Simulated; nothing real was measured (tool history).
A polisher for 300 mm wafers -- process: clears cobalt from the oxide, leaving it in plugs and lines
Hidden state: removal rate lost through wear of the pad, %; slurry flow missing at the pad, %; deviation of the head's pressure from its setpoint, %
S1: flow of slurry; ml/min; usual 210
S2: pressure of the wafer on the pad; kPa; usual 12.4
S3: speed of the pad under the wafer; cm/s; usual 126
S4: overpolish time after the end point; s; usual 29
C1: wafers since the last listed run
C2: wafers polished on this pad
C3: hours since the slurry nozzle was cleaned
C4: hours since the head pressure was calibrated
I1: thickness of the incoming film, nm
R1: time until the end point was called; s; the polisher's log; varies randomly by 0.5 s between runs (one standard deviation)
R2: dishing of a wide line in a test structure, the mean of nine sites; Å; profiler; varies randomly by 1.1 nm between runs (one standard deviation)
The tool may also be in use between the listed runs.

{"run": 1, "hour": 0.0, "S1": 210, "S2": 12.4, "S3": 126, "S4": 29, "C1": 0, "C2": 238, "C3": 693.4, "C4": 155, "I1": 318.9, "R1": 50.5, "R2": 753}
{"run": 2, "hour": 17.3, "S1": 210, "S2": 12.4, "S3": 126, "S4": 29, "C1": 157, "C2": 395, "C3": 710.7, "C4": 172.3, "I1": 319.4, "R1": 49.6, "R2": 749}
{"hour": 32.9, "done": "worn pad replaced by a new one"}
{"run": 3, "hour": 34.2, "S1": 210, "S2": 12.4, "S3": 126, "S4": 29, "C1": 117, "C2": 11, "C3": 727.6, "C4": 189.2, "I1": 323.9, "R1": 48.7, "R2": 734}
{"run": 4, "hour": 41.8, "S1": 210, "S2": 15.9, "S3": 126, "S4": 34, "C1": 68, "C2": 80, "C3": 735.2, "C4": 196.8, "I1": 320.7, "R1": 38.4, "R2": 829}
{"run": 5, "hour": 85.8, "S1": 210, "S2": 15.9, "S3": 126, "S4": 34, "C1": 399, "C2": 479, "C3": 779.2, "C4": 240.8, "I1": 315.5, "R1": 38.9, "R2": 819}
{"hour": 94.0, "done": "worn pad replaced by a new one"}
{"run": 6, "hour": 102.3, "S1": 210, "S2": 12.4, "S3": 126, "S4": 29, "C1": 113, "C2": 74, "C3": 795.7, "C4": 257.3, "I1": 323.1, "R1": 49.3, "R2": 738}
{"run": 7, "hour": 111.7, "S1": 210, "S2": 12.4, "S3": 126, "S4": 29, "C1": 85, "C2": 160, "C3": 805.1, "C4": 266.7, "I1": 320.6, "R1": 50.2, "R2": 746}
{"run": 8, "hour": 120.9, "S1": 210, "S2": 12.4, "S3": 126, "S4": 29, "C1": 83, "C2": 243, "C3": 814.3, "C4": 275.9, "I1": 320.1, "R1": 50.3, "R2": 760}
{"run": 9, "hour": 131.9, "S1": 210, "S2": 12.4, "S3": 126, "S4": 29, "C1": 99, "C2": 343, "C3": 825.3, "C4": 286.9, "I1": 318.6, "R1": 49.3, "R2": 732}
{"run": 10, "hour": 138.6, "S1": 210, "S2": 11, "S3": 126, "S4": 42, "C1": 60, "C2": 404, "C3": 832, "C4": 293.6, "I1": 316.1, "R1": 56.1, "R2": 809}
{"hour": 142.6, "done": "head pressure recalibrated"}
{"run": 11, "hour": 147.7, "S1": 210, "S2": 12.4, "S3": 126, "S4": 29, "C1": 64, "C2": 468, "C3": 841.1, "C4": 5.1, "I1": 320.3, "R1": 51.5, "R2": 733}
{"hour": 156.2, "done": "slurry nozzle cleaned"}
{"hour": 158.0, "done": "worn pad replaced by a new one"}
{"run": 12, "hour": 161.8, "S1": 210, "S2": 16.5, "S3": 126, "S4": 29, "C1": 101, "C2": 34, "C3": 5.6, "C4": 19.2, "I1": 316.5, "R1": 35.5, "R2": 794}
{"run": 13, "hour": 176.8, "S1": 210, "S2": 8.3, "S3": 146, "S4": 14, "C1": 136, "C2": 170, "C3": 20.6, "C4": 34.2, "I1": 324.1, "R1": 67.5, "R2": 447}
{"run": 14, "hour": 192.0, "S1": 235, "S2": 12.4, "S3": 160, "S4": 42, "C1": 137, "C2": 308, "C3": 35.8, "C4": 49.4, "I1": 315.6, "R1": 40.9, "R2": 856}
{"run": 15, "hour": 211.2, "S1": 210, "S2": 12.4, "S3": 126, "S4": 29, "C1": 174, "C2": 482, "C3": 55, "C4": 68.6, "I1": 319.5, "R1": 50.3, "R2": 740}
{"hour": 222.1, "done": "worn pad replaced by a new one"}
{"run": 16, "hour": 226.2, "S1": 210, "S2": 8.3, "S3": 126, "S4": 29, "C1": 99, "C2": 36, "C3": 70, "C4": 83.6, "I1": 317.1, "R1": 73.4, "R2": 630}
{"run": 17, "hour": 239.4, "S1": 270, "S2": 12.4, "S3": 156, "S4": 15, "C1": 119, "C2": 156, "C3": 83.2, "C4": 96.8, "I1": 319.5, "R1": 40.8, "R2": 619}
{"run": 18, "hour": 248.1, "S1": 210, "S2": 10.3, "S3": 126, "S4": 29, "C1": 78, "C2": 235, "C3": 91.9, "C4": 105.5, "I1": 323.1, "R1": 60.1, "R2": 692}
{"run": 19, "hour": 256.4, "S1": 210, "S2": 12.4, "S3": 82, "S4": 29, "C1": 75, "C2": 311, "C3": 100.2, "C4": 113.8, "I1": 322.3, "R1": 67.5, "R2": 665}

What if the next run were any one of these 4? Each begins from the tool's condition after run 19:
{"run": "A", "hour": 256.8, "S1": 210, "S2": 12.4, "S3": 126, "S4": 29, "C1": 3, "C2": 314, "C3": 100.6, "C4": 114.2, "I1": 322.4, "R1": "?", "R2": "?"}
{"run": "B", "hour": 256.8, "S1": 210, "S2": 11, "S3": 146, "S4": 29, "C1": 3, "C2": 314, "C3": 100.6, "C4": 114.2, "I1": 322.4, "R1": "?", "R2": "?"}
{"run": "C", "hour": 256.8, "S1": 280, "S2": 12.4, "S3": 126, "S4": 29, "C1": 3, "C2": 314, "C3": 100.6, "C4": 114.2, "I1": 322.4, "R1": "?", "R2": "?"}
{"run": "D", "hour": 256.8, "S1": 210, "S2": 9, "S3": 126, "S4": 29, "C1": 3, "C2": 314, "C3": 100.6, "C4": 114.2, "I1": 322.4, "R1": "?", "R2": "?"}

run=A R1=51.4 R2=730
run=B R1=51.7 R2=729
run=C R1=50 R2=737
run=D R1=71.2 R2=642
Had the tool no hidden state, the same runs would have come out as:
run=A R1=49.7 R2=739
run=B R1=50 R2=737
run=C R1=48.3 R2=745
run=D R1=68.8 R2=652
